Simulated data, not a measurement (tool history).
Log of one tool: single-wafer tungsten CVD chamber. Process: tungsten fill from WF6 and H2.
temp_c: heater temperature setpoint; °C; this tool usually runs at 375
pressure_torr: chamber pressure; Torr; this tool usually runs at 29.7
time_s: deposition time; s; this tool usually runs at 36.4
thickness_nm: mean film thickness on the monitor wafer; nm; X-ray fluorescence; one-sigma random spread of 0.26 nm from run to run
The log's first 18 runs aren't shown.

run    hour  temp_c  pressure_torr  time_s  wafers since the last listed run  hours since the last thermocouple change  hours since the last manometer calibration  hours since the showerhead was replaced  hours since the gauge calibration  read-back reference wafer on the same gauge, thickness_nm  thickness_nm
 19  1413.1     368           29.7    40.1                               811                                    1548.1                                       857.1                                    150.1                             2550.8                                                     68.950        67.629
 20  1499.0     382           33.2    36.4                              1297                                    1634.0                                       943.0                                    236.0                             2636.7                                                     69.092        82.383
 21  1603.5     368           36.4    36.4                              1578                                    1738.5                                      1047.5                                    340.5                             2741.2                                                     68.886        66.498
 22  1699.2     375           27.4    36.4                              1445                                    1834.2                                      1143.2                                    436.2                             2836.9                                                     69.012        67.428
     1715.6  -- thermocouple changed; heater temperature recalibrated
 23  1788.7     375           29.7    36.4                              1231                                      73.1                                      1232.7                                    525.7                             2926.4                                                     69.155        69.915
 24  1832.1     386           29.7    36.4                               655                                     116.5                                      1276.1                                    569.1                             2969.8                                                     69.003        84.576
     1837.3  -- gauge calibrated
 25  1920.6     375           29.7    36.4                              1337                                     205.0                                      1364.6                                    657.6                               83.3                                                     66.317        67.132
 26  1967.0     365           34.1    30.7                               700                                     251.4                                      1411.0                                    704.0                              129.7                                                     66.526        49.739
 27  2005.1     375           29.7    36.4                               575                                     289.5                                      1449.1                                    742.1                              167.8                                                     66.709        67.378
 28  2104.8     375           36.1    29.9                              1506                                     389.2                                      1548.8                                    841.8                              267.5                                                     66.822        60.151
 29  2211.8     375           29.7    36.4                              1616                                     496.2                                      1655.8                                    948.8                              374.5                                                     67.072        67.274
 30  2253.8     375           29.7    36.4                               634                                     538.2                                      1697.8                                    990.8                              416.5                                                     67.082        67.919
 31  2304.2     366           29.7    33.6                               761                                     588.6                                      1748.2                                   1041.2                              466.9                                                     67.015        52.969
     2364.6  -- capacitance manometer re-zeroed and calibrated
 32  2399.3     375           32.2    36.4                              1315                                     683.7                                        34.7                                   1136.3                              562.0                                                     67.309        70.631
 33  2447.1     362           32.7    30.9                               722                                     731.5                                        82.5                                   1184.1                              609.8                                                     67.388        46.786
 34  2541.2     375           29.7    36.4                              1421                                     825.6                                       176.6                                   1278.2                              703.9                                                     67.478        68.715

Predict each of these 4 candidate next runs independently; none follows another, all start after run 34:
  A  2541.6     375           29.7    36.4                                 6                                     826.0                                       177.0                                   1278.6                              704.3                                                          ?             ?
  B  2541.6     385           24.7    36.4                                 6                                     826.0                                       177.0                                   1278.6                              704.3                                                          ?             ?
  C  2541.6     367           35.5    36.4                                 6                                     826.0                                       177.0                                   1278.6                              704.3                                                          ?             ?
  D  2541.6     368           29.7    36.4                                 6                                     826.0                                       177.0                                   1278.6                              704.3                                                          ?             ?

run  read-back reference wafer on the same gauge, thickness_nm  thickness_nm
  A                                                     67.577        68.215
  B                                                     67.577        75.817
  C                                                     67.577        63.227
  D                                                     67.577        59.948
Take away the tool's hidden state, keep each run's random variation, and the runs would have read:
run  thickness_nm
  A        66.830
  B        74.278
  C        61.944
  D        58.731

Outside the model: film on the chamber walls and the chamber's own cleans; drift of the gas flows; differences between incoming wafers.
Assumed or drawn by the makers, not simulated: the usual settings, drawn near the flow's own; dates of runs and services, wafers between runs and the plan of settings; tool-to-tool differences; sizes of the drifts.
